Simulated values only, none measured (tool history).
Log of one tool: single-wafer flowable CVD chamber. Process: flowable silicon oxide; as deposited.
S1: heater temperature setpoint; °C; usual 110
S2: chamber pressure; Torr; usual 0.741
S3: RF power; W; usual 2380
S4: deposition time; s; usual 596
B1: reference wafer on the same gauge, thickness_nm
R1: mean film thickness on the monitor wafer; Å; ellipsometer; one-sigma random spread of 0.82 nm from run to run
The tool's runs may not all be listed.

run	day	S1	S2	S3	S4	B1	R1
1	0	110	0.741	2025	596	202.034	1991.9
2	0.917	110	0.741	2025	596	202.103	1971.77
3	1.725	110	0.741	2025	596	202.3	1976.86
4	2.683	110	0.741	2380	596	202.117	2038.63
5	3.533	110	0.741	2380	596	201.637	2028.71
6	4.783	110	0.741	2380	596	201.77	2034.73
# day 5.671: RF generator calibrated
# day 6.133: capacitance manometer re-zeroed and calibrated
7	6.183	110	0.741	2380	596	202.238	2035.45
8	7.425	110	0.586	2565	676	202.106	1837.95
9	7.996	110	0.741	2380	596	202.1	2017.01
# day 8.225: gauge calibrated
# day 8.625: thermocouple changed; heater temperature recalibrated
# day 8.967: showerhead replaced
10	9.483	110	0.67	2380	596	201.682	2256.38
11	10.475	110	0.901	2380	596	202.307	3018.96
12	11.962	120	0.741	2380	566	201.9	1669.92
13	12.712	105	0.741	2380	596	202.182	2986.15
14	13.817	110	0.741	2380	596	201.687	2457.5

For each run, what was the tool's unlogged condition?
delivered RF power above the setpoint (%): 0 across all the runs
true pressure above the setpoint (%): 0 across all the runs
gauge reads high (%): 0 across all the runs
H1: wafer temperature above the value expected at the setpoint (K)
run	H1
1	5.51
2	5.58
3	5.63
4	5.7
5	5.76
6	5.85
7	5.95
8	6.03
9	6.07
10	-0.0323
11	0.0374
12	0.142
13	0.195
14	0.272
